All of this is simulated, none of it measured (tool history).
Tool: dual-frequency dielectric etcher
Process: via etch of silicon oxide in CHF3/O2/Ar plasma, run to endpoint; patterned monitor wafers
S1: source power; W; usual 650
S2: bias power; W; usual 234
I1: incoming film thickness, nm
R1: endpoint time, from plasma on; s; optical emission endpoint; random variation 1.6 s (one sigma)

run 1 hour=0 | S1=650 S2=234 | I1=728.5 | R1=364.8
run 2 hour=12.7 | S1=650 S2=234 | I1=737.2 | R1=371.7
run 3 hour=29.5 | S1=720 S2=202 | I1=735.7 | R1=370.5
run 4 hour=43.5 | S1=720 S2=202 | I1=734.7 | R1=368.8
run 5 hour=50.4 | S1=590 S2=234 | I1=739.7 | R1=381.3
run 6 hour=64.8 | S1=590 S2=234 | I1=734.3 | R1=378.6
-- hour=90.6 wet clean of the chamber
run 7 hour=91.1 | S1=590 S2=234 | I1=734.1 | R1=393.4
run 8 hour=91.5 | S1=730 S2=234 | I1=744.3 | R1=372.6
run 9 hour=123.1 | S1=730 S2=234 | I1=726.2 | R1=361.1
run 10 hour=140.1 | S1=730 S2=234 | I1=740.9 | R1=369.7
run 11 hour=149.2 | S1=690 S2=234 | I1=733.9 | R1=371.9
run 12 hour=156.9 | S1=690 S2=234 | I1=728.2 | R1=368.4
run 13 hour=183.9 | S1=750 S2=257 | I1=736.1 | R1=354.5
-- hour=195.3 source power generator calibrated
run 14 hour=201.3 | S1=650 S2=234 | I1=737.2 | R1=374.9
-- hour=212.4 bias power generator calibrated
run 15 hour=212.9 | S1=500 S2=234 | I1=738.9 | R1=408.2
run 16 hour=219.7 | S1=590 S2=257 | I1=733.5 | R1=378
run 17 hour=232.3 | S1=740 S2=208 | I1=733.7 | R1=372
run 18 hour=244.9 | S1=510 S2=184 | I1=734.3 | R1=424.7
run 19 hour=251.1 | S1=650 S2=191 | I1=725.6 | R1=386.4
run 20 hour=261.6 | S1=510 S2=212 | I1=732.4 | R1=409.2
-- hour=288.3 upper electrode replaced
run 21 hour=288.8 | S1=800 S2=199 | I1=744.5 | R1=370.9
run 22 hour=289.2 | S1=650 S2=234 | I1=737.4 | R1=375.9
run 23 hour=297.9 | S1=590 S2=200 | I1=736.5 | R1=401.8
run 24 hour=309.2 | S1=650 S2=206 | I1=741.4 | R1=389.1
run 25 hour=319.9 | S1=650 S2=234 | I1=737.7 | R1=374.4
run 26 hour=335.2 | S1=560 S2=280 | I1=739.3 | R1=374.2
run 27 hour=343.3 | S1=490 S2=176 | I1=730 | R1=429.3
run 28 hour=351.9 | S1=760 S2=249 | I1=735.5 | R1=348.6
run 29 hour=367.8 | S1=600 S2=212 | I1=732 | R1=388
run 30 hour=374.3 | S1=760 S2=249 | I1=736 | R1=349.8
run 31 hour=388.1 | S1=650 S2=234 | I1=737.9 | R1=373.6
run 32 hour=404.1 | S1=650 S2=234 | I1=734.9 | R1=369.9
run 33 hour=420.3 | S1=810 S2=210 | I1=733.2 | R1=353.6
run 34 hour=434 | S1=710 S2=234 | I1=740.6 | R1=363.1

Forecast each of these 5 alternatives for the next run:
run A hour=434.5 | S1=800 S2=234 | I1=732.4 | R1=?
run B hour=434.5 | S1=650 S2=199 | I1=732.4 | R1=?
run C hour=434.5 | S1=760 S2=290 | I1=732.4 | R1=?
run D hour=434.5 | S1=700 S2=262 | I1=732.4 | R1=?
run E hour=434.5 | S1=650 S2=195 | I1=732.4 | R1=?

run=A R1=346.7
run=B R1=383.9
run=C R1=333.7
run=D R1=351.3
run=E R1=385.7
Without the tool's hidden state the same runs would have given:
run=A R1=356.5
run=B R1=394.8
run=C R1=343.1
run=D R1=361.2
run=E R1=396.6
